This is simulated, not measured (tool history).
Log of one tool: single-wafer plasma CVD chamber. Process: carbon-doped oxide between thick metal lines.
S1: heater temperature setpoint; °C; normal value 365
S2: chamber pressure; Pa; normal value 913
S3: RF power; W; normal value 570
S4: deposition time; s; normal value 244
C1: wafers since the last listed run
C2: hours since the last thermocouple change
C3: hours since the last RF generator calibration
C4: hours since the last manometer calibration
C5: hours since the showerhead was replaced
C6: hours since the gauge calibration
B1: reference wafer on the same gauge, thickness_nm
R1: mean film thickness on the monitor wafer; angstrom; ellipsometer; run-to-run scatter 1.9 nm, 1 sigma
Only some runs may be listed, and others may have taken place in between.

Run 1, hour 0.0: usual settings but S3 620 W; C1 0; C2 949.4; C3 1067.4; C4 1095.6; C5 5888.3; C6 397.3; B1 1289.922. Result: R1 12679.31 angstrom.
Run 2, hour 16.8: usual settings; C1 118; C2 966.2; C3 1084.2; C4 1112.4; C5 5905.1; C6 414.1; B1 1289.829. Result: R1 11904.37 angstrom.
Run 3, hour 26.3: usual settings but S1 369 °C; C1 67; C2 975.7; C3 1093.7; C4 1121.9; C5 5914.6; C6 423.6; B1 1289.891. Result: R1 11815.91 angstrom.
Run 4, hour 41.8: usual settings but S1 369 °C; C1 109; C2 991.2; C3 1109.2; C4 1137.4; C5 5930.1; C6 439.1; B1 1290.125. Result: R1 11792.61 angstrom.
Run 5, hour 85.4: usual settings but S2 1040 Pa; C1 308; C2 1034.8; C3 1152.8; C4 1181.0; C5 5973.7; C6 482.7; B1 1289.142. Result: R1 11953.61 angstrom.
Run 6, hour 93.9: usual settings; C1 60; C2 1043.3; C3 1161.3; C4 1189.5; C5 5982.2; C6 491.2; B1 1289.720. Result: R1 11861.58 angstrom.
At hour 105.5: gauge calibrated.
At hour 115.9: thermocouple changed; heater temperature recalibrated.
Run 7, hour 120.3: usual settings; C1 130; C2 4.4; C3 1187.7; C4 1215.9; C5 6008.6; C6 14.8; B1 1290.481. Result: R1 11712.90 angstrom.
Run 8, hour 135.8: usual settings; C1 109; C2 19.9; C3 1203.2; C4 1231.4; C5 6024.1; C6 30.3; B1 1289.428. Result: R1 11677.45 angstrom.
Run 9, hour 172.0: usual settings but S1 370 °C; C1 256; C2 56.1; C3 1239.4; C4 1267.6; C5 6060.3; C6 66.5; B1 1289.755. Result: R1 11561.19 angstrom.
Run 10, hour 189.3: usual settings but S1 370 °C; C1 122; C2 73.4; C3 1256.7; C4 1284.9; C5 6077.6; C6 83.8; B1 1290.592. Result: R1 11571.03 angstrom.
Run 11, hour 196.1: usual settings; C1 48; C2 80.2; C3 1263.5; C4 1291.7; C5 6084.4; C6 90.6; B1 1290.953. Result: R1 11700.70 angstrom.
At hour 210.8: showerhead replaced.
Run 12, hour 212.9: usual settings; C1 62; C2 97.0; C3 1280.3; C4 1308.5; C5 2.1; C6 107.4; B1 1289.636. Result: R1 11674.60 angstrom.
Run 13, hour 245.9: usual settings; C1 233; C2 130.0; C3 1313.3; C4 1341.5; C5 35.1; C6 140.4; B1 1290.427. Result: R1 11672.24 angstrom.
At hour 254.9: capacitance manometer re-zeroed and calibrated.
Run 14, hour 255.4: usual settings but S1 354 °C, S2 740 Pa, S3 495 W, S4 230 s; C1 10; C2 139.5; C3 1322.8; C4 0.5; C5 44.6; C6 149.9; B1 1290.232. Result: R1 9844.38 angstrom.
Run 15, hour 259.6: usual settings but S1 373 °C, S3 500 W; C1 29; C2 143.7; C3 1327.0; C4 4.7; C5 48.8; C6 154.1; B1 1289.517. Result: R1 10283.66 angstrom.
Run 16, hour 267.8: usual settings but S3 510 W; C1 58; C2 151.9; C3 1335.2; C4 12.9; C5 57.0; C6 162.3; B1 1289.940. Result: R1 10639.35 angstrom.
At hour 283.7: RF generator calibrated.
Run 17, hour 284.2: usual settings but S4 202 s; C1 59; C2 168.3; C3 0.5; C4 29.3; C5 73.4; C6 178.7; B1 1290.307. Result: R1 10201.57 angstrom.
Run 18, hour 294.7: usual settings but S1 359 °C, S2 785 Pa, S3 600 W, S4 215 s; C1 74; C2 178.8; C3 11.0; C4 39.8; C5 83.9; C6 189.2; B1 1289.742. Result: R1 11271.28 angstrom.
Run 19, hour 301.5: usual settings; C1 48; C2 185.6; C3 17.8; C4 46.6; C5 90.7; C6 196.0; B1 1290.078. Result: R1 12325.60 angstrom.
Run 20, hour 317.3: usual settings but S1 359 °C, S2 1089 Pa; C1 111; C2 201.4; C3 33.6; C4 62.4; C5 106.5; C6 211.8; B1 1290.400. Result: R1 12590.99 angstrom.
Run 21, hour 326.1: usual settings but S1 359 °C, S2 820 Pa, S3 525 W, S4 197 s; C1 62; C2 210.2; C3 42.4; C4 71.2; C5 115.3; C6 220.6; B1 1289.398. Result: R1 9368.37 angstrom.
Run 22, hour 340.3: usual settings but S2 740 Pa; C1 100; C2 224.4; C3 56.6; C4 85.4; C5 129.5; C6 234.8; B1 1290.264. Result: R1 12095.53 angstrom.
Run 23, hour 354.1: usual settings but S1 369 °C, S2 783 Pa, S3 480 W, S4 224 s; C1 97; C2 238.2; C3 70.4; C4 99.2; C5 143.3; C6 248.6; B1 1289.749. Result: R1 9665.92 angstrom.
Run 24, hour 360.3: usual settings but S3 630 W; C1 43; C2 244.4; C3 76.6; C4 105.4; C5 149.5; C6 254.8; B1 1289.727. Result: R1 13276.55 angstrom.
Run 25, hour 376.5: usual settings but S2 1059 Pa, S3 540 W, S4 281 s; C1 114; C2 260.6; C3 92.8; C4 121.6; C5 165.7; C6 271.0; B1 1290.283. Result: R1 13690.47 angstrom.
Run 26, hour 392.1: usual settings; C1 110; C2 276.2; C3 108.4; C4 137.2; C5 181.3; C6 286.6; B1 1289.388. Result: R1 12280.32 angstrom.
Run 27, hour 409.2: usual settings; C1 120; C2 293.3; C3 125.5; C4 154.3; C5 198.4; C6 303.7; B1 1290.879. Result: R1 12254.26 angstrom.

Each row is a separate what-if for the run after 27, all from the same tool condition, not one after another. Results?
Run A, hour 409.7: usual settings but S1 353 °C; C1 3; C2 293.8; C3 126.0; C4 154.8; C5 198.9; C6 304.2; B1 ?. Result: R1 ?.
Run B, hour 409.7: usual settings but S2 745 Pa, S3 605 W, S4 208 s; C1 3; C2 293.8; C3 126.0; C4 154.8; C5 198.9; C6 304.2; B1 ?. Result: R1 ?.
Run C, hour 409.7: usual settings but S3 660 W; C1 3; C2 293.8; C3 126.0; C4 154.8; C5 198.9; C6 304.2; B1 ?. Result: R1 ?.
Run D, hour 409.7: usual settings but S1 354 °C, S3 635 W, S4 227 s; C1 3; C2 293.8; C3 126.0; C4 154.8; C5 198.9; C6 304.2; B1 ?. Result: R1 ?.
Run E, hour 409.7: usual settings but S3 475 W, S4 212 s; C1 3; C2 293.8; C3 126.0; C4 154.8; C5 198.9; C6 304.2; B1 ?. Result: R1 ?.

run        B1        R1
  A  1289.938  12569.27
  B  1289.938  10758.30
  C  1289.938  13651.69
  D  1289.938  12645.07
  E  1289.938   9171.70
With the hidden condition removed and each run's random variation left untouched, the same runs would have given:
run        R1
  A  12612.68
  B  10803.78
  C  13705.03
  D  12688.37
  E   9233.62

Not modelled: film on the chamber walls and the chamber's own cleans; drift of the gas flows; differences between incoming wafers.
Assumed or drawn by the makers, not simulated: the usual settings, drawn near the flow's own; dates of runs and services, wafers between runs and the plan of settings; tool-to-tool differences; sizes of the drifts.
